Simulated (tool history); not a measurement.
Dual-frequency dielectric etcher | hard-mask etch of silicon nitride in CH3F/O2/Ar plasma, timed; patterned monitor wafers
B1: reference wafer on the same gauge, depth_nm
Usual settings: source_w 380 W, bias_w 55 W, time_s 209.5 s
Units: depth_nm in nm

Run 1, hour 0.0: usual settings; B1 155.4. Result: depth_nm 135.8 nm.
Run 2, hour 47.3: usual settings but bias_w 59 W; B1 155.2. Result: depth_nm 138.9 nm.
At hour 85.8: wet clean of the chamber.
Run 3, hour 110.0: usual settings but bias_w 59 W; B1 155.2. Result: depth_nm 138.9 nm.
Run 4, hour 148.1: usual settings but bias_w 59 W; B1 155.1. Result: depth_nm 139.2 nm.
Run 5, hour 232.9: usual settings; B1 154.9. Result: depth_nm 134.6 nm.
Run 6, hour 324.9: usual settings but bias_w 49 W; B1 154.7. Result: depth_nm 128.4 nm.
Run 7, hour 379.7: usual settings but bias_w 49 W; B1 154.2. Result: depth_nm 128.0 nm.
Run 8, hour 454.2: usual settings but bias_w 49 W; B1 154.0. Result: depth_nm 128.5 nm.
At hour 501.5: wet clean of the chamber.
Run 9, hour 538.8: usual settings; B1 154.3. Result: depth_nm 133.4 nm.
Run 10, hour 606.4: usual settings but source_w 310 W, time_s 257.5 s; B1 154.1. Result: depth_nm 146.8 nm.
Run 11, hour 680.3: usual settings but source_w 310 W, time_s 257.5 s; B1 154.1. Result: depth_nm 147.2 nm.
Run 12, hour 723.3: usual settings but source_w 310 W, time_s 257.5 s; B1 153.5. Result: depth_nm 147.8 nm.
At hour 830.2: gauge calibrated.
At hour 839.4: wet clean of the chamber.
Run 13, hour 869.3: usual settings but bias_w 61 W; B1 157.2. Result: depth_nm 143.5 nm.
Run 14, hour 962.1: usual settings but source_w 330 W, bias_w 66 W, time_s 245.0 s; B1 156.5. Result: depth_nm 159.8 nm.
Run 15, hour 1036.5: usual settings but source_w 420 W, bias_w 43 W, time_s 186.5 s; B1 156.3. Result: depth_nm 115.0 nm.
Run 16, hour 1078.4: usual settings but bias_w 60 W; B1 156.2. Result: depth_nm 140.8 nm.
At hour 1102.9: upper electrode replaced.
At hour 1114.7: bias power generator calibrated.
Run 17, hour 1145.4: usual settings but source_w 320 W, bias_w 47 W, time_s 152.5 s; B1 155.5. Result: depth_nm 84.4 nm.
Run 18, hour 1204.0: usual settings but source_w 300 W, bias_w 50 W, time_s 168.0 s; B1 155.5. Result: depth_nm 92.0 nm.
At hour 1229.1: wet clean of the chamber.
Run 19, hour 1257.9: usual settings but source_w 450 W, time_s 244.5 s; B1 155.8. Result: depth_nm 172.5 nm.
At hour 1313.7: source power generator calibrated.
Run 20, hour 1362.5: usual settings but source_w 340 W, bias_w 60 W, time_s 237.5 s; B1 155.2. Result: depth_nm 149.1 nm.
Run 21, hour 1433.2: usual settings but source_w 300 W, bias_w 63 W; B1 155.1. Result: depth_nm 125.1 nm.
Run 22, hour 1485.3: usual settings but bias_w 67 W; B1 155.2. Result: depth_nm 145.8 nm.
At hour 1569.3: wet clean of the chamber.
Run 23, hour 1766.0: usual settings but source_w 340 W, bias_w 60 W, time_s 237.5 s; B1 154.9. Result: depth_nm 149.6 nm.
Run 24, hour 1830.9: usual settings; B1 154.7. Result: depth_nm 134.1 nm.

What the log doesn't show, run by run:
etch rate over this chamber's usual, %: 0 in every run
source power that arrives over what is set, %: 0 in every run
bias power that arrives over what is set, %: 0 in every run
H1: gauge reads high (%)
run      H1
  1  -0.894
  2   -1.03
  3   -1.19
  4   -1.27
  5   -1.44
  6   -1.58
  7   -1.65
  8   -1.73
  9    -1.8
 10   -1.85
 11    -1.9
 12   -1.92
 13   0.233
 14  -0.168
 15  -0.429
 16  -0.555
 17  -0.732
 18  -0.864
 19  -0.969
 20   -1.14
 21   -1.23
 22   -1.29
 23   -1.49
 24   -1.52
